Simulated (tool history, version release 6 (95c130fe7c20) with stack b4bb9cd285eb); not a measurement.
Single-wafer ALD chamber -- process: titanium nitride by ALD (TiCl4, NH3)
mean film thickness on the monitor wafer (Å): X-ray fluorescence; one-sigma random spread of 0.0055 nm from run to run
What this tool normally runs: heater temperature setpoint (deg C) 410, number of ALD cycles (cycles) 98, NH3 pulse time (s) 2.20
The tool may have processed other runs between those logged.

| run | hour | heater temperature setpoint (deg C) | number of ALD cycles (cycles) | NH3 pulse time (s) | wafers since the last listed run | hours since the last thermocouple change | hours since the showerhead was replaced | hours since the gauge calibration | read-back reference wafer on the same gauge, thickness_nm | mean film thickness on the monitor wafer (Å) |
|---|---|---|---|---|---|---|---|---|---|---|
| 1 | 0.0 | 410 | 98 | 2.20 | 0 | 2218.5 | 6441.0 | 86.7 | 2.488 | 21.93 |
| 2 | 20.8 | 410 | 98 | 2.20 | 38 | 2239.3 | 6461.8 | 107.5 | 2.490 | 22.00 |
| 3 | 35.8 | 410 | 98 | 2.20 | 27 | 2254.3 | 6476.8 | 122.5 | 2.489 | 22.12 |
| 4 | 52.6 | 410 | 98 | 2.20 | 31 | 2271.1 | 6493.6 | 139.3 | 2.491 | 21.99 |
| 5 | 69.5 | 410 | 91 | 2.20 | 31 | 2288.0 | 6510.5 | 156.2 | 2.490 | 20.45 |
| 6 | 95.9 | 403 | 98 | 2.20 | 48 | 2314.4 | 6536.9 | 182.6 | 2.489 | 21.88 |
| 7 | 181.3 | 418 | 98 | 2.20 | 157 | 2399.8 | 6622.3 | 268.0 | 2.491 | 22.13 |
|  | 204.1 | showerhead replaced |
| 8 | 205.4 | 418 | 98 | 2.20 | 29 | 2423.9 | 1.3 | 292.1 | 2.491 | 22.06 |
|  | 229.7 | thermocouple changed; heater temperature recalibrated |
| 9 | 234.9 | 401 | 106 | 1.34 | 39 | 5.2 | 30.8 | 321.6 | 2.490 | 23.39 |
| 10 | 256.4 | 410 | 98 | 2.20 | 39 | 26.7 | 52.3 | 343.1 | 2.490 | 22.05 |
|  | 257.6 | gauge calibrated |
| 11 | 274.5 | 401 | 98 | 2.20 | 33 | 44.8 | 70.4 | 16.9 | 2.490 | 21.99 |
| 12 | 294.3 | 399 | 109 | 2.20 | 36 | 64.6 | 90.2 | 36.7 | 2.490 | 24.30 |
| 13 | 308.5 | 410 | 98 | 1.82 | 26 | 78.8 | 104.4 | 50.9 | 2.490 | 21.92 |
| 14 | 323.4 | 410 | 98 | 2.20 | 27 | 93.7 | 119.3 | 65.8 | 2.490 | 21.97 |
| 15 | 343.6 | 401 | 98 | 2.83 | 37 | 113.9 | 139.5 | 86.0 | 2.489 | 22.10 |
| 16 | 368.9 | 415 | 104 | 1.75 | 46 | 139.2 | 164.8 | 111.3 | 2.489 | 23.25 |
| 17 | 396.1 | 410 | 111 | 1.64 | 50 | 166.4 | 192.0 | 138.5 | 2.490 | 24.77 |

Alternative continuations, all from the tool just after run 17; predict every row:
| A | 396.7 | 410 | 98 | 2.20 | 1 | 167.0 | 192.6 | 139.1 | ? | ? |
| B | 396.7 | 410 | 93 | 1.45 | 1 | 167.0 | 192.6 | 139.1 | ? | ? |
| C | 396.7 | 410 | 107 | 2.20 | 1 | 167.0 | 192.6 | 139.1 | ? | ? |
| D | 396.7 | 410 | 115 | 2.20 | 1 | 167.0 | 192.6 | 139.1 | ? | ? |
| E | 396.7 | 404 | 98 | 2.20 | 1 | 167.0 | 192.6 | 139.1 | ? | ? |

| run | read-back reference wafer on the same gauge, thickness_nm | mean film thickness on the monitor wafer (Å) |
|---|---|---|
| A | 2.491 | 21.97 |
| B | 2.491 | 20.61 |
| C | 2.491 | 23.98 |
| D | 2.491 | 25.78 |
| E | 2.491 | 21.92 |
Without the tool's hidden state the same runs would have given:
| run | mean film thickness on the monitor wafer (Å) |
|---|---|
| A | 21.97 |
| B | 20.61 |
| C | 23.98 |
| D | 25.78 |
| E | 21.92 |
